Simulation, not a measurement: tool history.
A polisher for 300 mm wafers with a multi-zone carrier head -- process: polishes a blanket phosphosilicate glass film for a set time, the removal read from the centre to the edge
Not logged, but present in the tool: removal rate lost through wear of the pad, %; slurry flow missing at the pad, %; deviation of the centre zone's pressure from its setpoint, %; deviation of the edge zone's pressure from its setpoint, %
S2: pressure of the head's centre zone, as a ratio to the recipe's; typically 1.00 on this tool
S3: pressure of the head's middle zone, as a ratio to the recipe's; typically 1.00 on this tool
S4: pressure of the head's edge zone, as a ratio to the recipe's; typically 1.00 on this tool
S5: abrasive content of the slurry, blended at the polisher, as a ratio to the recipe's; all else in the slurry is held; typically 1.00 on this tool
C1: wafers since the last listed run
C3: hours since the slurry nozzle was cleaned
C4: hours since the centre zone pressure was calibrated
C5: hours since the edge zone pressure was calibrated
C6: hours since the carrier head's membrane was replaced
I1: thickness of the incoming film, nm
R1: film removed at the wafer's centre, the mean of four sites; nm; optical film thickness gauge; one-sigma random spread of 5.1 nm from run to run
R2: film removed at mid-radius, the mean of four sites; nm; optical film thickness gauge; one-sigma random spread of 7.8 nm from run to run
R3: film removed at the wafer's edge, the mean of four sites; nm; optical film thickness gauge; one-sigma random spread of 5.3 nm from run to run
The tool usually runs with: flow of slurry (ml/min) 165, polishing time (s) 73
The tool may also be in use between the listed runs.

run 1 hour=0.0 | flow_of_slurry_(ml/min)=165 S2=1.00 S3=1.00 S4=1.00 S5=1.00 polishing_time_(s)=73 | C1=0 wafers_polished_on_this_pad=2076 C3=431.8 C4=441.6 C5=354.2 C6=680.3 | I1=2312.0 | R1=582.3 R2=639.5 R3=641.5
-- hour=5.3 centre zone pressure recalibrated, repeated, since the last time left the tool worse
run 2 hour=72.9 | flow_of_slurry_(ml/min)=165 S2=1.00 S3=1.00 S4=1.00 S5=1.00 polishing_time_(s)=73 | C1=954 wafers_polished_on_this_pad=3030 C3=504.7 C4=67.6 C5=427.1 C6=753.2 | I1=2292.2 | R1=666.1 R2=650.5 R3=643.4
run 3 hour=144.3 | flow_of_slurry_(ml/min)=165 S2=1.00 S3=1.07 S4=1.00 S5=1.00 polishing_time_(s)=73 | C1=961 wafers_polished_on_this_pad=3991 C3=576.1 C4=139.0 C5=498.5 C6=824.6 | I1=2319.1 | R1=663.8 R2=656.5 R3=644.3
-- hour=166.0 slurry nozzle cleaned
run 4 hour=250.5 | flow_of_slurry_(ml/min)=165 S2=1.00 S3=1.00 S4=1.00 S5=1.00 polishing_time_(s)=88 | C1=1416 wafers_polished_on_this_pad=5408 C3=84.5 C4=245.2 C5=604.7 C6=930.8 | I1=2283.2 | R1=785.0 R2=756.2 R3=787.7
-- hour=317.5 worn pad replaced by a new one
-- hour=319.5 carrier head's membrane replaced by a new one
run 5 hour=327.9 | flow_of_slurry_(ml/min)=165 S2=1.00 S3=1.00 S4=1.00 S5=1.00 polishing_time_(s)=88 | C1=961 wafers_polished_on_this_pad=113 C3=161.9 C4=322.6 C5=682.1 C6=8.4 | I1=2303.6 | R1=780.8 R2=764.0 R3=774.8
run 6 hour=403.5 | flow_of_slurry_(ml/min)=165 S2=1.00 S3=1.00 S4=1.00 S5=1.00 polishing_time_(s)=91 | C1=1017 wafers_polished_on_this_pad=1130 C3=237.5 C4=398.2 C5=757.7 C6=84.0 | I1=2293.1 | R1=804.0 R2=793.8 R3=797.9
-- hour=428.1 edge zone pressure recalibrated
run 7 hour=510.2 | flow_of_slurry_(ml/min)=165 S2=1.06 S3=1.09 S4=1.09 S5=1.00 polishing_time_(s)=61 | C1=1409 wafers_polished_on_this_pad=2540 C3=344.2 C4=504.9 C5=82.1 C6=190.7 | I1=2276.3 | R1=568.7 R2=561.7 R3=570.3
-- hour=639.6 centre zone pressure recalibrated
run 8 hour=683.0 | flow_of_slurry_(ml/min)=165 S2=1.00 S3=1.06 S4=1.00 S5=1.00 polishing_time_(s)=50 | C1=2299 wafers_polished_on_this_pad=4839 C3=517.0 C4=43.4 C5=254.9 C6=363.5 | I1=2291.6 | R1=458.0 R2=457.8 R3=441.8
-- hour=709.3 slurry nozzle cleaned
run 9 hour=852.8 | flow_of_slurry_(ml/min)=165 S2=1.00 S3=1.00 S4=1.00 S5=1.00 polishing_time_(s)=73 | C1=2272 wafers_polished_on_this_pad=7112 C3=143.5 C4=213.2 C5=424.7 C6=533.3 | I1=2319.0 | R1=654.3 R2=631.7 R3=654.1
run 10 hour=922.2 | flow_of_slurry_(ml/min)=165 S2=1.00 S3=1.00 S4=1.00 S5=1.00 polishing_time_(s)=73 | C1=934 wafers_polished_on_this_pad=8046 C3=212.9 C4=282.6 C5=494.1 C6=602.7 | I1=2322.3 | R1=649.3 R2=621.2 R3=652.5
-- hour=938.8 worn pad replaced by a new one
run 11 hour=960.0 | flow_of_slurry_(ml/min)=140 S2=1.00 S3=1.00 S4=1.00 S5=1.00 polishing_time_(s)=97 | C1=455 wafers_polished_on_this_pad=285 C3=250.7 C4=320.4 C5=531.9 C6=640.5 | I1=2306.8 | R1=830.3 R2=827.6 R3=837.9
-- hour=1174.7 edge zone pressure recalibrated
run 12 hour=1211.3 | flow_of_slurry_(ml/min)=165 S2=1.00 S3=1.00 S4=1.00 S5=1.00 polishing_time_(s)=73 | C1=3356 wafers_polished_on_this_pad=3641 C3=502.0 C4=571.7 C5=36.6 C6=891.8 | I1=2258.4 | R1=645.6 R2=645.2 R3=634.3
run 13 hour=1248.7 | flow_of_slurry_(ml/min)=165 S2=1.00 S3=1.00 S4=1.00 S5=1.00 polishing_time_(s)=73 | C1=503 wafers_polished_on_this_pad=4144 C3=539.4 C4=609.1 C5=74.0 C6=929.2 | I1=2298.3 | R1=636.5 R2=643.3 R3=648.0
-- hour=1255.1 carrier head's membrane replaced by a new one
-- hour=1302.4 slurry nozzle cleaned
run 14 hour=1338.4 | flow_of_slurry_(ml/min)=140 S2=0.96 S3=1.09 S4=1.00 S5=0.80 polishing_time_(s)=73 | C1=1126 wafers_polished_on_this_pad=5271 C3=36.0 C4=698.8 C5=163.7 C6=83.3 | I1=2320.8 | R1=556.5 R2=598.4 R3=596.0
run 15 hour=1409.5 | flow_of_slurry_(ml/min)=165 S2=1.00 S3=1.07 S4=1.00 S5=1.00 polishing_time_(s)=73 | C1=957 wafers_polished_on_this_pad=6228 C3=107.1 C4=769.9 C5=234.8 C6=154.4 | I1=2328.7 | R1=635.1 R2=662.1 R3=648.5
-- hour=1440.1 worn pad replaced by a new one
-- hour=1476.6 centre zone pressure recalibrated
run 16 hour=1480.6 | flow_of_slurry_(ml/min)=165 S2=1.00 S3=1.00 S4=1.00 S5=1.15 polishing_time_(s)=73 | C1=876 wafers_polished_on_this_pad=518 C3=178.2 C4=4.0 C5=305.9 C6=225.5 | I1=2308.7 | R1=691.3 R2=674.4 R3=673.3
run 17 hour=1538.3 | flow_of_slurry_(ml/min)=165 S2=0.91 S3=0.90 S4=0.88 S5=1.00 polishing_time_(s)=91 | C1=776 wafers_polished_on_this_pad=1295 C3=235.9 C4=61.7 C5=363.6 C6=283.2 | I1=2266.0 | R1=749.4 R2=760.6 R3=758.6
run 18 hour=1585.3 | flow_of_slurry_(ml/min)=215 S2=0.92 S3=1.00 S4=1.09 S5=1.00 polishing_time_(s)=60 | C1=632 wafers_polished_on_this_pad=1928 C3=282.9 C4=108.7 C5=410.6 C6=330.2 | I1=2294.8 | R1=517.7 R2=545.9 R3=571.8
run 19 hour=1629.2 | flow_of_slurry_(ml/min)=215 S2=0.92 S3=1.00 S4=1.09 S5=1.00 polishing_time_(s)=60 | C1=590 wafers_polished_on_this_pad=2519 C3=326.8 C4=152.6 C5=454.5 C6=374.1 | I1=2340.1 | R1=515.2 R2=544.5 R3=569.0
run 20 hour=1713.5 | flow_of_slurry_(ml/min)=190 S2=1.00 S3=1.06 S4=1.10 S5=1.00 polishing_time_(s)=73 | C1=1134 wafers_polished_on_this_pad=3654 C3=411.1 C4=236.9 C5=538.8 C6=458.4 | I1=2283.8 | R1=666.7 R2=671.0 R3=692.2
run 21 hour=1763.9 | flow_of_slurry_(ml/min)=110 S2=1.00 S3=1.00 S4=1.09 S5=1.00 polishing_time_(s)=73 | C1=678 wafers_polished_on_this_pad=4332 C3=461.5 C4=287.3 C5=589.2 C6=508.8 | I1=2311.9 | R1=571.6 R2=586.9 R3=631.8
-- hour=1794.5 slurry nozzle cleaned
run 22 hour=1810.7 | flow_of_slurry_(ml/min)=165 S2=1.00 S3=0.91 S4=1.00 S5=1.00 polishing_time_(s)=73 | C1=616 wafers_polished_on_this_pad=4949 C3=16.2 C4=334.1 C5=636.0 C6=555.6 | I1=2304.6 | R1=637.1 R2=615.9 R3=655.1

Predict each of these 3 candidate next runs independently; none follows another, all start after run 22:
run A hour=1811.1 | flow_of_slurry_(ml/min)=165 S2=1.00 S3=1.00 S4=1.00 S5=1.00 polishing_time_(s)=73 | C1=5 wafers_polished_on_this_pad=4954 C3=16.6 C4=334.5 C5=636.4 C6=556.0 | I1=2306.6 | R1=? R2=? R3=?
run B hour=1811.1 | flow_of_slurry_(ml/min)=165 S2=1.00 S3=1.00 S4=0.92 S5=1.00 polishing_time_(s)=73 | C1=5 wafers_polished_on_this_pad=4954 C3=16.6 C4=334.5 C5=636.4 C6=556.0 | I1=2306.6 | R1=? R2=? R3=?
run C hour=1811.1 | flow_of_slurry_(ml/min)=135 S2=0.92 S3=1.00 S4=1.00 S5=0.80 polishing_time_(s)=73 | C1=5 wafers_polished_on_this_pad=4954 C3=16.6 C4=334.5 C5=636.4 C6=556.0 | I1=2306.6 | R1=? R2=? R3=?

run=A R1=636.8 R2=626.7 R3=650.3
run=B R1=636.8 R2=626.7 R3=625.1
run=C R1=521.0 R2=561.3 R3=589.3
Without the tool's unlogged condition, the same runs would have read:
run=A R1=664.1 R2=626.5 R3=650.3
run=B R1=664.1 R2=626.6 R3=625.1
run=C R1=543.5 R2=561.1 R3=589.3
